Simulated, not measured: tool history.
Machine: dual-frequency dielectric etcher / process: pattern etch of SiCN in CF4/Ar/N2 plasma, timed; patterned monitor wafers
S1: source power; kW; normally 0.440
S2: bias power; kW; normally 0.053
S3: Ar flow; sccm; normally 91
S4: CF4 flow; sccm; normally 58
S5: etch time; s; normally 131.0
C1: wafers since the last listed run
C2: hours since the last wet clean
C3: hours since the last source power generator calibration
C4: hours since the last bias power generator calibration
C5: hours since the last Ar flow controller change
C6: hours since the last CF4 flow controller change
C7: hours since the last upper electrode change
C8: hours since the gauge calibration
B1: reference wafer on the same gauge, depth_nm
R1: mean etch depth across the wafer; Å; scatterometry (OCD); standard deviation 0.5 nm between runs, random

run     day     S1     S2   S3  S4     S5   C1     C2      C3      C4      C5      C6      C7     C8     B1    R1
  1   0.000  0.440  0.053   82  58  131.0    0  272.4  3050.0  3869.8  4917.3  5811.4  2367.3  312.8  101.1  1006
  2   0.675  0.440  0.053   82  58  131.0  127  288.6  3066.2  3886.0  4933.5  5827.6  2383.5  329.0  100.9  1011
  3   1.458  0.440  0.053   91  58  131.0  147  307.4  3085.0  3904.8  4952.3  5846.4  2402.3  347.8  101.0  1004
  4   2.067  0.440  0.053   91  58  131.0  114  322.0  3099.6  3919.4  4966.9  5861.0  2416.9  362.4  100.9   996
  5   3.350  0.440  0.053   91  58  131.0  242  352.8  3130.4  3950.2  4997.7  5891.8  2447.7  393.2  101.0  1008
  6   4.362  0.440  0.053   91  58  131.0  191  377.1  3154.7  3974.5  5022.0  5916.1  2472.0  417.5  101.0  1006
  7   5.525  0.440  0.053   91  58  131.0  219  405.0  3182.6  4002.4  5049.9  5944.0  2499.9  445.4  101.0  1015
      7.238  -- gauge calibrated
      8.829  -- upper electrode replaced, of another model than before
  8   9.308  0.440  0.053   91  58  131.0  525  495.8  3273.4  4093.2  5140.7  6034.8    11.5   49.7  100.9  1016
      9.858  -- Ar flow controller replaced
  9   9.896  0.440  0.060   91  58  148.0   63  509.9  3287.5  4107.3     0.9  6048.9    25.6   63.8  100.9  1259
 10  11.312  0.440  0.053   84  44  103.0  267  543.9  3321.5  4141.3    34.9  6082.9    59.6   97.8  101.1   753
 11  12.783  0.440  0.053   91  58  131.0  277  579.2  3356.8  4176.6    70.2  6118.2    94.9  133.1  100.8  1020
     13.467  -- bias power generator calibrated
     13.492  -- source power generator calibrated
 12  13.512  0.440  0.053   91  58  102.0  101  596.7     0.5     1.1    87.7  6135.7   112.4  150.6  100.9   791
     14.817  -- wet clean of the chamber
 13  14.838  0.440  0.053   98  46  131.0   61    0.5    32.3    32.9   119.5  6167.5   144.2  182.4  100.9   929
 14  15.400  0.440  0.053  102  58  145.0  106   14.0    45.8    46.4   133.0  6181.0   157.7  195.9  101.0  1069
 15  16.612  0.440  0.053   91  58  131.0  228   43.1    74.9    75.5   162.1  6210.1   186.8  225.0  101.0   995
     16.942  -- CF4 flow controller replaced
 16  17.767  0.440  0.044  102  65  131.0  170   70.8   102.6   103.2   189.8    19.8   214.5  252.7  101.0   861
 17  18.471  0.480  0.043   72  58  120.5  132   87.7   119.5   120.1   206.7    36.7   231.4  269.6  100.9   830
 18  19.412  0.440  0.053   91  58  131.0  177  110.3   142.1   142.7   229.3    59.3   254.0  292.2  100.8  1001
 19  20.142  0.360  0.053   91  58  131.0  137  127.8   159.6   160.2   246.8    76.8   271.5  309.7  101.0   902
 20  21.854  0.440  0.053   91  58  131.0  323  168.9   200.7   201.3   287.9   117.9   312.6  350.8  100.7   999
 21  23.021  0.440  0.048   91  58  131.0  220  196.9   228.7   229.3   315.9   145.9   340.6  378.8  100.9   922

Describe how what the log doesn't record of the tool's condition differs between the last listed run preceding each entry between runs and the first listed run following it.
Run 7 -> run 8: gauge calibrated (day 7.238); upper electrode replaced, of another model than before (day 8.829)
  etch rate over this chamber's usual, %: 2.09 -> 2.53
  what was measured, less what the result would be without the hidden state, R1: +20 -> +25 Å
Run 8 -> run 9: Ar flow controller replaced (day 9.858)
  etch rate over this chamber's usual, %: 2.53 -> 2.6
  what was measured, less what the result would be without the hidden state, R1: +25 -> +32 Å
Run 11 -> run 12: bias power generator calibrated (day 13.467); source power generator calibrated (day 13.492)
  etch rate over this chamber's usual, %: 2.94 -> 3.03
  what was measured, less what the result would be without the hidden state, R1: +29 -> +23 Å
Run 12 -> run 13: wet clean of the chamber (day 14.817)
  etch rate over this chamber's usual, %: 3.03 -> 0.698
  what was measured, less what the result would be without the hidden state, R1: +23 -> +7 Å
Run 15 -> run 16: CF4 flow controller replaced (day 16.942)
  etch rate over this chamber's usual, %: 0.907 -> 1.04
  what was measured, less what the result would be without the hidden state, R1: +9 -> +9 Å

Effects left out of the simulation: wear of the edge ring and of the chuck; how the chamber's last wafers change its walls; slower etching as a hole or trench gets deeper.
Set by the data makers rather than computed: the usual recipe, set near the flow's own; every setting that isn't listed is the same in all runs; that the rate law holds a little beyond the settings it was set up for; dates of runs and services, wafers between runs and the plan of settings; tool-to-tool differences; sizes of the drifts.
